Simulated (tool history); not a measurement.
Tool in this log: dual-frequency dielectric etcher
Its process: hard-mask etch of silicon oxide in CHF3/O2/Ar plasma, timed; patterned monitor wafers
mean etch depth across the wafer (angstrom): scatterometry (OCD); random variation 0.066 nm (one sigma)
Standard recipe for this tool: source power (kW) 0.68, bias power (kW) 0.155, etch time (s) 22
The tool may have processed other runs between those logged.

run	hour	source power (kW)	bias power (kW)	etch time (s)	wafers since the last listed run	hours since the last wet clean	hours since the last source power generator calibration	hours since the last bias power generator calibration	hours since the last upper electrode change	hours since the gauge calibration	read-back reference wafer on the same gauge, depth_nm	mean etch depth across the wafer (angstrom)
1	0	0.68	0.155	22	0	47	5086.9	4313.7	4427.9	885.3	38.79	452.3
2	81.9	0.68	0.155	20.5	735	128.9	5168.8	4395.6	4509.8	967.2	38.79	422.3
# hour 114.4: bias power generator calibrated
3	117.4	0.68	0.155	20.5	283	164.4	5204.3	3	4545.3	1002.7	38.8	423.3
4	137.6	0.68	0.155	20.5	181	184.6	5224.5	23.2	4565.5	1022.9	38.8	423
5	169.1	0.68	0.155	22	283	216.1	5256	54.7	4597	1054.4	38.8	455.2
# hour 212.1: upper electrode replaced
6	212.6	0.68	0.155	22	175	259.6	5299.5	98.2	0.5	1097.9	38.8	454.3
7	213	0.68	0.155	22	3	260	5299.9	98.6	0.9	1098.3	38.8	454
8	238	0.68	0.155	22	224	285	5324.9	123.6	25.9	1123.3	38.8	454.3
9	252.1	0.54	0.178	28	126	299.1	5339	137.7	40	1137.4	38.8	545.3
10	265.5	0.62	0.182	22	120	312.5	5352.4	151.1	53.4	1150.8	38.8	458.6
11	292.9	0.53	0.155	22	246	339.9	5379.8	178.5	80.8	1178.2	38.8	408.2
12	347.3	0.74	0.155	17.5	488	394.3	5434.2	232.9	135.2	1232.6	38.81	376.3
13	366.8	0.79	0.184	28	175	413.8	5453.7	252.4	154.7	1252.1	38.81	651.5
14	396.4	0.68	0.184	20	265	443.4	5483.3	282	184.3	1281.7	38.8	436.5
15	497.4	0.73	0.173	16	907	544.4	5584.3	383	285.3	1382.7	38.8	354.4
16	516.5	0.77	0.141	22	171	563.5	5603.4	402.1	304.4	1401.8	38.8	471.5
17	530.1	0.68	0.155	22	122	577.1	5617	415.7	318	1415.4	38.79	457.5
# hour 560.8: source power generator calibrated
# hour 561.7: wet clean of the chamber
18	562.2	0.62	0.184	16.5	245	0.5	1.4	447.8	350.1	1447.5	38.79	333.6
# hour 574.4: gauge calibrated
19	586.9	0.58	0.179	16	221	25.2	26.1	472.5	374.8	12.5	38.79	311.7
20	599.7	0.59	0.155	22	115	38	38.9	485.3	387.6	25.3	38.81	414.9
21	693.3	0.68	0.155	22	841	131.6	132.5	578.9	481.2	118.9	38.8	442.5
22	713.1	0.68	0.155	20	177	151.4	152.3	598.7	501	138.7	38.8	401
23	730.3	0.83	0.135	28	154	168.6	169.5	615.9	518.2	155.9	38.8	589.6
24	751	0.68	0.12	18.5	185	189.3	190.2	636.6	538.9	176.6	38.81	347
25	765.6	0.53	0.13	25.5	131	203.9	204.8	651.2	553.5	191.2	38.8	436.9
26	794.8	0.6	0.168	24.5	262	233.1	234	680.4	582.7	220.4	38.8	476.5
27	814.6	0.68	0.155	22	177	252.9	253.8	700.2	602.5	240.2	38.79	443.6
28	839.3	0.68	0.155	22	221	277.6	278.5	724.9	627.2	264.9	38.79	442.9
29	864.9	0.58	0.136	25.5	230	303.2	304.1	750.5	652.8	290.5	38.81	462.5

List, for all runs, the conditions of the tool that the log does not record:
bias power that arrives over what is set, %: 0 in every run
gauge reads high (%): 0 in every run
H1: etch rate over this chamber's usual, %
H2: source power that arrives over what is set, %
run	H1	H2
1	0.163	5.61
2	0.283	5.78
3	0.335	5.85
4	0.365	5.9
5	0.411	5.97
6	0.475	6.06
7	0.476	6.06
8	0.512	6.12
9	0.533	6.15
10	0.553	6.18
11	0.593	6.24
12	0.673	6.36
13	0.702	6.4
14	0.745	6.47
15	0.893	6.7
16	0.921	6.74
17	0.941	6.77
18	0.0589	-0.315
19	0.0952	-0.314
20	0.114	-0.314
21	0.252	-0.311
22	0.281	-0.31
23	0.306	-0.309
24	0.336	-0.307
25	0.358	-0.306
26	0.401	-0.303
27	0.43	-0.301
28	0.466	-0.299
29	0.504	-0.296
